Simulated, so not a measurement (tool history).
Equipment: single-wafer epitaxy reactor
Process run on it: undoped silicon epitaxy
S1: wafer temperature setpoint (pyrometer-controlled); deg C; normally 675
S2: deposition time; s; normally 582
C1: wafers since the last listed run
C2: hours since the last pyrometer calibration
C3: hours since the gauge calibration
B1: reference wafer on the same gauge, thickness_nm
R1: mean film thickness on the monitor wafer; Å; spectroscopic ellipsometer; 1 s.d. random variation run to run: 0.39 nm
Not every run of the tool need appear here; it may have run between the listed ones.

{"run": 1, "hour": 0.0, "S1": 675, "S2": 582, "C1": 0, "C2": 2265.7, "C3": 663.6, "B1": 196.129, "R1": 1758.2}
{"run": 2, "hour": 76.7, "S1": 675, "S2": 582, "C1": 221, "C2": 2342.4, "C3": 740.3, "B1": 195.979, "R1": 1764.26}
{"run": 3, "hour": 134.2, "S1": 685, "S2": 652, "C1": 165, "C2": 2399.9, "C3": 797.8, "B1": 196.047, "R1": 2358.48}
{"run": 4, "hour": 200.0, "S1": 667, "S2": 582, "C1": 189, "C2": 2465.7, "C3": 863.6, "B1": 196.036, "R1": 1525.54}
{"run": 5, "hour": 263.9, "S1": 667, "S2": 582, "C1": 184, "C2": 2529.6, "C3": 927.5, "B1": 196.13, "R1": 1525.46}
{"run": 6, "hour": 330.3, "S1": 680, "S2": 493, "C1": 191, "C2": 2596.0, "C3": 993.9, "B1": 195.848, "R1": 1635.26}
{"run": 7, "hour": 416.2, "S1": 680, "S2": 493, "C1": 247, "C2": 2681.9, "C3": 1079.8, "B1": 196.12, "R1": 1634.64}
{"run": 8, "hour": 494.6, "S1": 680, "S2": 493, "C1": 226, "C2": 2760.3, "C3": 1158.2, "B1": 195.899, "R1": 1633.72}
{"hour": 529.9, "done": "gauge calibrated"}
{"run": 9, "hour": 533.1, "S1": 675, "S2": 582, "C1": 111, "C2": 2798.8, "C3": 3.2, "B1": 195.839, "R1": 1768.14}
{"run": 10, "hour": 597.7, "S1": 675, "S2": 582, "C1": 186, "C2": 2863.4, "C3": 67.8, "B1": 196.078, "R1": 1762.0}
{"run": 11, "hour": 678.7, "S1": 675, "S2": 582, "C1": 233, "C2": 2944.4, "C3": 148.8, "B1": 196.065, "R1": 1760.46}
{"run": 12, "hour": 720.5, "S1": 665, "S2": 557, "C1": 120, "C2": 2986.2, "C3": 190.6, "B1": 196.054, "R1": 1408.97}
{"run": 13, "hour": 787.7, "S1": 665, "S2": 557, "C1": 193, "C2": 3053.4, "C3": 257.8, "B1": 195.911, "R1": 1403.69}
{"hour": 819.9, "done": "pyrometer calibrated"}
{"run": 14, "hour": 1030.1, "S1": 675, "S2": 582, "C1": 676, "C2": 210.2, "C3": 500.2, "B1": 196.001, "R1": 1736.98}
{"run": 15, "hour": 1083.7, "S1": 669, "S2": 685, "C1": 154, "C2": 263.8, "C3": 553.8, "B1": 196.033, "R1": 1839.12}
{"run": 16, "hour": 1188.6, "S1": 667, "S2": 582, "C1": 302, "C2": 368.7, "C3": 658.7, "B1": 195.982, "R1": 1506.23}
{"run": 17, "hour": 1280.8, "S1": 664, "S2": 582, "C1": 265, "C2": 460.9, "C3": 750.9, "B1": 195.946, "R1": 1427.59}
{"run": 18, "hour": 1380.1, "S1": 675, "S2": 654, "C1": 286, "C2": 560.2, "C3": 850.2, "B1": 196.005, "R1": 1965.52}

For run 19, what comes out?
{"run": 19, "hour": 1473.1, "S1": 675, "S2": 582, "C1": 268, "C2": 653.2, "C3": 943.2, "B1": "?", "R1": "?"}

{"run 19": {"B1": 195.984, "R1": 1751.06}}
Without the tool's hidden state the same run would have given R1 1738.21 Å.
